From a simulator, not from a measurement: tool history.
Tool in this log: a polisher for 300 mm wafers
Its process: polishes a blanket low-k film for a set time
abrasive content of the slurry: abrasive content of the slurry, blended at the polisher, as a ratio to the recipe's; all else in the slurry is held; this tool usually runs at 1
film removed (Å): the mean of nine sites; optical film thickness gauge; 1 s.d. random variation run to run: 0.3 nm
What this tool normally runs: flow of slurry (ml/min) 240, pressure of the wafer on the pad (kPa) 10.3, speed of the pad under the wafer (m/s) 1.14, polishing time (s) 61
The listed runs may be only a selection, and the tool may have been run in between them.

run,hour,flow of slurry (ml/min),pressure of the wafer on the pad (kPa),speed of the pad under the wafer (m/s),abrasive content of the slurry,polishing time (s),"incoming thickness of the incoming film, nm",film removed (Å)
1,0,240,10.3,1.14,1,61,774.3,201
# hour 22.9: worn pad replaced by a new one
2,86.2,240,10.3,1.14,1,61,776,195
# hour 101.7: slurry blender recalibrated
3,184.3,240,10.3,1.14,1.15,61,784.2,203
# hour 195: conditioning disc replaced and pad reconditioned
4,284.3,240,11.7,1.14,1,40,766.1,141
5,388.3,305,10.3,0.86,1,61,769.1,177
# hour 395.5: slurry nozzle cleaned
6,449.1,240,10.3,1.14,1,76,789,244
7,552.1,240,10.3,1.24,1,61,774.7,208
8,619.3,240,12.4,1.14,0.85,47,780.4,168
# hour 672: worn pad replaced by a new one
9,732.4,200,10.3,1.04,1,61,779.9,179
# hour 784.8: head pressure recalibrated
10,816.5,275,10.3,1.14,1,69,782,224
# hour 866.8: slurry blender recalibrated
11,900,240,10.3,1.14,1,61,790.5,178
# hour 903.1: conditioning disc replaced and pad reconditioned
12,988.1,265,13.1,1.14,1,73,780.7,272
# hour 1067.6: slurry nozzle cleaned
13,1068.4,240,10.3,1.14,1.1,61,771.6,218
14,1151.6,240,10.3,1.14,0.75,61,778.5,173
15,1244.7,215,10.3,1.14,0.85,61,776.4,186
# hour 1298.4: worn pad replaced by a new one
16,1391.1,240,11.7,0.76,0.75,41,788.4,110
# hour 1457.8: slurry blender recalibrated
17,1493.8,240,10.3,1.14,1,45,770,139
18,1551,240,10.3,1.14,0.85,61,773.5,174
# hour 1619.1: conditioning disc replaced and pad reconditioned
19,1630.5,240,10.3,1.14,1,61,781.9,190
20,1707.1,215,10.3,1.14,0.85,61,783,169
21,1751.6,240,11.7,0.84,0.85,48,775.7,134
# hour 1772.1: slurry nozzle cleaned
22,1815.9,240,8.3,1.14,1,61,774.2,164
# hour 1890.5: head pressure recalibrated
23,1898,240,10.3,1.14,1,61,783.6,205
24,1947.6,240,10.3,1.14,1,61,773,203
25,1984.3,240,10.3,0.94,0.8,41,770.3,110

What if the next run were any one of these 4? Each begins from the tool's condition after run 25:
A,1984.7,240,10.3,1.14,1,61,776,?
B,1984.7,290,10.3,1.5,1.1,72,776,?
C,1984.7,215,10.3,1.14,1,61,776,?
D,1984.7,320,10.3,1.14,1,61,776,?

run,film removed (Å)
A,200
B,289
C,196
D,207
Take away the tool's hidden state, keep each run's random variation, and the runs would have read:
run,film removed (Å)
A,203
B,293
C,200
D,209
